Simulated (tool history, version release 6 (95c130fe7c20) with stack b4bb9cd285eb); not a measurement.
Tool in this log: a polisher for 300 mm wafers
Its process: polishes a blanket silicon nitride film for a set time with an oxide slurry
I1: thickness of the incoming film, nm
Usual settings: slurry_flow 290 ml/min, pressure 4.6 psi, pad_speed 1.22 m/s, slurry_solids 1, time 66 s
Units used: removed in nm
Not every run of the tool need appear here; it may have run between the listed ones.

Run 1, day 0: usual settings but slurry_solids 0.95; I1 484.3. Result: removed 60.1 nm.
At day 1.817: slurry nozzle cleaned.
At day 2.375: slurry blender recalibrated.
Run 2, day 2.954: usual settings but slurry_solids 0.95; I1 492.3. Result: removed 59.4 nm.
Run 3, day 5.567: usual settings but slurry_solids 0.95; I1 482.9. Result: removed 58.3 nm.
Run 4, day 8.196: usual settings; I1 490.2. Result: removed 59 nm.
At day 9.917: conditioning disc replaced and pad reconditioned.
At day 11.217: worn pad replaced by a new one.
Run 5, day 11.346: usual settings; I1 492. Result: removed 63.9 nm.
At day 12.629: head pressure recalibrated.
Run 6, day 14.817: usual settings; I1 495.1. Result: removed 63.6 nm.
Run 7, day 18.917: usual settings; I1 491.9. Result: removed 62.2 nm.
Run 8, day 20.675: usual settings; I1 487.5. Result: removed 61.1 nm.
At day 22.933: slurry blender recalibrated.
Run 9, day 23.55: usual settings; I1 489.2. Result: removed 60.2 nm.
At day 26.325: conditioning disc replaced and pad reconditioned.
At day 27.292: worn pad replaced by a new one.
Run 10, day 29.092: usual settings; I1 500.1. Result: removed 64 nm.
Run 11, day 31.883: usual settings but slurry_flow 355 ml/min, slurry_solids 0.9; I1 489.2. Result: removed 61.3 nm.
Run 12, day 35.508: usual settings but slurry_flow 355 ml/min, slurry_solids 0.9; I1 498.5. Result: removed 59.1 nm.
At day 36.292: slurry nozzle cleaned.
Run 13, day 37.312: usual settings but slurry_flow 235 ml/min, time 54 s; I1 488.8. Result: removed 49.4 nm.
At day 38.633: head pressure recalibrated.
At day 40.133: worn pad replaced by a new one.
Run 14, day 40.154: usual settings; I1 490. Result: removed 60.4 nm.
At day 41.683: slurry blender recalibrated.
At day 45.138: conditioning disc replaced and pad reconditioned.
Run 15, day 49.929: usual settings but pad_speed 0.82 m/s; I1 491.6. Result: removed 54.2 nm.
Run 16, day 51.633: usual settings but pad_speed 1.04 m/s, slurry_solids 1.1; I1 489.5. Result: removed 62 nm.
At day 53.862: worn pad replaced by a new one.
Run 17, day 55.833: usual settings but slurry_flow 320 ml/min, time 84 s; I1 484.9. Result: removed 80 nm.
Run 18, day 58.554: usual settings but pressure 3.5 psi, time 82 s; I1 490.4. Result: removed 59 nm.
Run 19, day 60.442: usual settings but pad_speed 0.88 m/s; I1 497. Result: removed 51.8 nm.
Run 20, day 62.342: usual settings; I1 495.8. Result: removed 58.7 nm.
At day 62.921: head pressure recalibrated.
At day 63.196: slurry blender recalibrated.
At day 63.233: conditioning disc replaced and pad reconditioned.
Run 21, day 64.217: usual settings but pressure 3.6 psi, pad_speed 1.4 m/s, slurry_solids 1.15, time 58 s; I1 491.6. Result: removed 51.6 nm.
Run 22, day 65.771: usual settings but pad_speed 0.9 m/s; I1 483.4. Result: removed 56.1 nm.
Run 23, day 68.246: usual settings; I1 491.7. Result: removed 64.3 nm.
At day 68.654: worn pad replaced by a new one.
Run 24, day 72.479: usual settings; I1 490.8. Result: removed 63.4 nm.

Each row is a separate what-if for the run after 24, all from the same tool condition, not one after another. Results?
Run A, day 72.496: usual settings; I1 491.9. Result: removed ?.
Run B, day 72.496: usual settings but pressure 3.7 psi, pad_speed 0.92 m/s; I1 491.9. Result: removed ?.
Run C, day 72.496: usual settings but pad_speed 1.56 m/s; I1 491.9. Result: removed ?.
Run D, day 72.496: usual settings but pad_speed 0.94 m/s, time 82 s; I1 491.9. Result: removed ?.
Run E, day 72.496: usual settings but pressure 3.3 psi, time 55 s; I1 491.9. Result: removed ?.

run  removed
  A     62.5
  B     45.3
  C     70.2
  D     69.4
  E     38.5
Take away the tool's hidden state, keep each run's random variation, and the runs would have read:
run  removed
  A     65.4
  B     46.8
  C       74
  D     72.2
  E     39.8
